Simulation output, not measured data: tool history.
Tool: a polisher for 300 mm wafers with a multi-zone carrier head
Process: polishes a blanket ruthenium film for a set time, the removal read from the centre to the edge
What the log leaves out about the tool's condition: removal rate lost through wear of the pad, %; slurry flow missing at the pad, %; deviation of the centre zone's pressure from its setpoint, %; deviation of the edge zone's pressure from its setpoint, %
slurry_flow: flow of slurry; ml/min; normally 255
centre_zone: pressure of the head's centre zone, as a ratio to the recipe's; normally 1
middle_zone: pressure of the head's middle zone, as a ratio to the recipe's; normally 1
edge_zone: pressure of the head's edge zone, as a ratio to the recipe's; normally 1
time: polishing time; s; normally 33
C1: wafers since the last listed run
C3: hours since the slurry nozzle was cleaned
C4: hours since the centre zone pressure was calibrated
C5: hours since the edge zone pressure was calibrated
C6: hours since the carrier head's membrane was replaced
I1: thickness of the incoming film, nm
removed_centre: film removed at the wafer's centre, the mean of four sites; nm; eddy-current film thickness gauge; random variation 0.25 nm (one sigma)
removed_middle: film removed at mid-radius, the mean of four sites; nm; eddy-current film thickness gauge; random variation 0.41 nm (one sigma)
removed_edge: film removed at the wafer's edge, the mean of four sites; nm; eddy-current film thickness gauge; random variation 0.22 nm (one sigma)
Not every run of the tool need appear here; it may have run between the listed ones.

run 1 hour=0 | slurry_flow=255 centre_zone=1 middle_zone=1 edge_zone=1 time=33 | C1=0 wafers_polished_on_this_pad=1646 C3=108 C4=105.7 C5=778.4 C6=719.8 | I1=551.1 | removed_centre=32.5 removed_middle=34.2 removed_edge=34
run 2 hour=57.1 | slurry_flow=255 centre_zone=1 middle_zone=1 edge_zone=0.96 time=33 | C1=748 wafers_polished_on_this_pad=2394 C3=165.1 C4=162.8 C5=835.5 C6=776.9 | I1=560.2 | removed_centre=32.4 removed_middle=33.4 removed_edge=33.1
-- hour=77.7 worn pad replaced by a new one
run 3 hour=99.6 | slurry_flow=255 centre_zone=1 middle_zone=1 edge_zone=0.96 time=33 | C1=504 wafers_polished_on_this_pad=286 C3=207.6 C4=205.3 C5=878 C6=819.4 | I1=568.4 | removed_centre=32.3 removed_middle=33.7 removed_edge=33
run 4 hour=144 | slurry_flow=295 centre_zone=1 middle_zone=1 edge_zone=1 time=33 | C1=581 wafers_polished_on_this_pad=868 C3=252 C4=249.7 C5=922.4 C6=863.8 | I1=566 | removed_centre=32.5 removed_middle=34.9 removed_edge=33.9
run 5 hour=198.6 | slurry_flow=295 centre_zone=1 middle_zone=1 edge_zone=1 time=33 | C1=715 wafers_polished_on_this_pad=1583 C3=306.6 C4=304.3 C5=977 C6=918.4 | I1=563.5 | removed_centre=32.6 removed_middle=34.6 removed_edge=33.7
run 6 hour=239.2 | slurry_flow=255 centre_zone=1 middle_zone=1 edge_zone=1 time=33 | C1=531 wafers_polished_on_this_pad=2115 C3=347.2 C4=344.9 C5=1017.6 C6=959 | I1=559 | removed_centre=31.5 removed_middle=33.3 removed_edge=33.1
run 7 hour=297.9 | slurry_flow=255 centre_zone=1 middle_zone=1 edge_zone=1 time=33 | C1=768 wafers_polished_on_this_pad=2884 C3=405.9 C4=403.6 C5=1076.3 C6=1017.7 | I1=560.2 | removed_centre=31.2 removed_middle=33.4 removed_edge=33.1
-- hour=310.5 worn pad replaced by a new one
run 8 hour=324.3 | slurry_flow=255 centre_zone=1 middle_zone=1 edge_zone=1 time=33 | C1=293 wafers_polished_on_this_pad=181 C3=432.3 C4=430 C5=1102.7 C6=1044.1 | I1=557.6 | removed_centre=31.4 removed_middle=32.7 removed_edge=33.6
-- hour=341.8 slurry nozzle cleaned
-- hour=362.4 centre zone pressure recalibrated
run 9 hour=391 | slurry_flow=255 centre_zone=1 middle_zone=1 edge_zone=1 time=33 | C1=834 wafers_polished_on_this_pad=1015 C3=49.2 C4=28.6 C5=1169.4 C6=1110.8 | I1=562.3 | removed_centre=32.5 removed_middle=34.5 removed_edge=34.3
run 10 hour=422.7 | slurry_flow=255 centre_zone=1 middle_zone=1 edge_zone=1 time=33 | C1=415 wafers_polished_on_this_pad=1430 C3=80.9 C4=60.3 C5=1201.1 C6=1142.5 | I1=554.9 | removed_centre=33.1 removed_middle=34.3 removed_edge=33.5
run 11 hour=458.2 | slurry_flow=255 centre_zone=0.94 middle_zone=1.1 edge_zone=1.08 time=33 | C1=465 wafers_polished_on_this_pad=1895 C3=116.4 C4=95.8 C5=1236.6 C6=1178 | I1=559.6 | removed_centre=30.2 removed_middle=37.1 removed_edge=34.9
-- hour=481.7 edge zone pressure recalibrated
-- hour=501.9 carrier head's membrane replaced by a new one
-- hour=503.9 worn pad replaced by a new one
run 12 hour=515.5 | slurry_flow=255 centre_zone=1 middle_zone=1 edge_zone=1 time=33 | C1=633 wafers_polished_on_this_pad=152 C3=173.7 C4=153.1 C5=33.8 C6=13.6 | I1=559 | removed_centre=32.4 removed_middle=34 removed_edge=33.8
run 13 hour=583.6 | slurry_flow=210 centre_zone=0.95 middle_zone=1.06 edge_zone=1 time=33 | C1=892 wafers_polished_on_this_pad=1044 C3=241.8 C4=221.2 C5=101.9 C6=81.7 | I1=558.6 | removed_centre=28.9 removed_middle=34.4 removed_edge=32.1
run 14 hour=656.8 | slurry_flow=255 centre_zone=1 middle_zone=1 edge_zone=1 time=42 | C1=958 wafers_polished_on_this_pad=2003 C3=315 C4=294.4 C5=175.1 C6=154.9 | I1=561.4 | removed_centre=39.9 removed_middle=42 removed_edge=42.4
run 15 hour=691.4 | slurry_flow=255 centre_zone=1 middle_zone=1 edge_zone=0.96 time=33 | C1=453 wafers_polished_on_this_pad=2456 C3=349.6 C4=329 C5=209.7 C6=189.5 | I1=560 | removed_centre=31.5 removed_middle=33.3 removed_edge=32.4
run 16 hour=724.9 | slurry_flow=255 centre_zone=1 middle_zone=1 edge_zone=1 time=33 | C1=438 wafers_polished_on_this_pad=2895 C3=383.1 C4=362.5 C5=243.2 C6=223 | I1=564.1 | removed_centre=31.3 removed_middle=33.5 removed_edge=32.8
-- hour=745.1 worn pad replaced by a new one, of another model than before
run 17 hour=764.3 | slurry_flow=255 centre_zone=0.93 middle_zone=0.94 edge_zone=1.04 time=33 | C1=463 wafers_polished_on_this_pad=251 C3=422.5 C4=401.9 C5=282.6 C6=262.4 | I1=550.7 | removed_centre=27.1 removed_middle=29.7 removed_edge=32.6
-- hour=807.3 slurry nozzle cleaned
run 18 hour=820.4 | slurry_flow=255 centre_zone=1 middle_zone=0.92 edge_zone=1 time=42 | C1=721 wafers_polished_on_this_pad=973 C3=13.1 C4=458 C5=338.7 C6=318.5 | I1=560.2 | removed_centre=42.6 removed_middle=40.8 removed_edge=43.3
-- hour=839.6 centre zone pressure recalibrated
run 19 hour=849.3 | slurry_flow=255 centre_zone=0.91 middle_zone=1.1 edge_zone=1 time=33 | C1=352 wafers_polished_on_this_pad=1325 C3=42 C4=9.7 C5=367.6 C6=347.4 | I1=570.4 | removed_centre=30.1 removed_middle=36.7 removed_edge=33.4
-- hour=967.2 worn pad replaced by a new one
run 20 hour=1041.1 | slurry_flow=255 centre_zone=1 middle_zone=0.89 edge_zone=1 time=39 | C1=2460 wafers_polished_on_this_pad=967 C3=233.8 C4=201.5 C5=559.4 C6=539.2 | I1=557.4 | removed_centre=36.5 removed_middle=35.3 removed_edge=38.7
run 21 hour=1068.3 | slurry_flow=310 centre_zone=1.03 middle_zone=1 edge_zone=1 time=24 | C1=356 wafers_polished_on_this_pad=1324 C3=261 C4=228.7 C5=586.6 C6=566.4 | I1=559 | removed_centre=24.4 removed_middle=24.9 removed_edge=24.3

Each row is a separate what-if for the run after 21, all from the same tool condition, not one after another. Results?
run A hour=1068.7 | slurry_flow=255 centre_zone=1 middle_zone=1 edge_zone=1.11 time=33 | C1=5 wafers_polished_on_this_pad=1329 C3=261.4 C4=229.1 C5=587 C6=566.8 | I1=565.6 | removed_centre=? removed_middle=? removed_edge=?
run B hour=1068.7 | slurry_flow=190 centre_zone=1.05 middle_zone=1.07 edge_zone=0.9 time=33 | C1=5 wafers_polished_on_this_pad=1329 C3=261.4 C4=229.1 C5=587 C6=566.8 | I1=565.6 | removed_centre=? removed_middle=? removed_edge=?
run C hour=1068.7 | slurry_flow=255 centre_zone=1 middle_zone=1 edge_zone=1.08 time=33 | C1=5 wafers_polished_on_this_pad=1329 C3=261.4 C4=229.1 C5=587 C6=566.8 | I1=565.6 | removed_centre=? removed_middle=? removed_edge=?
run D hour=1068.7 | slurry_flow=280 centre_zone=0.89 middle_zone=0.93 edge_zone=1 time=33 | C1=5 wafers_polished_on_this_pad=1329 C3=261.4 C4=229.1 C5=587 C6=566.8 | I1=565.6 | removed_centre=? removed_middle=? removed_edge=?
run E hour=1068.7 | slurry_flow=255 centre_zone=0.96 middle_zone=1 edge_zone=1 time=33 | C1=5 wafers_polished_on_this_pad=1329 C3=261.4 C4=229.1 C5=587 C6=566.8 | I1=565.6 | removed_centre=? removed_middle=? removed_edge=?

run=A removed_centre=30.4 removed_middle=32 removed_edge=34.4
run=B removed_centre=27 removed_middle=29.2 removed_edge=28
run=C removed_centre=30.4 removed_middle=32 removed_edge=33.9
run=D removed_centre=27.9 removed_middle=31 removed_edge=33.4
run=E removed_centre=29.2 removed_middle=32 removed_edge=32.7
What these runs would have given with no unlogged condition in the tool:
run=A removed_centre=33 removed_middle=34.4 removed_edge=36.3
run=B removed_centre=31.2 removed_middle=33.2 removed_edge=30.6
run=C removed_centre=33 removed_middle=34.4 removed_edge=35.8
run=D removed_centre=29.9 removed_middle=32.9 removed_edge=34.9
run=E removed_centre=31.6 removed_middle=34.4 removed_edge=34.5

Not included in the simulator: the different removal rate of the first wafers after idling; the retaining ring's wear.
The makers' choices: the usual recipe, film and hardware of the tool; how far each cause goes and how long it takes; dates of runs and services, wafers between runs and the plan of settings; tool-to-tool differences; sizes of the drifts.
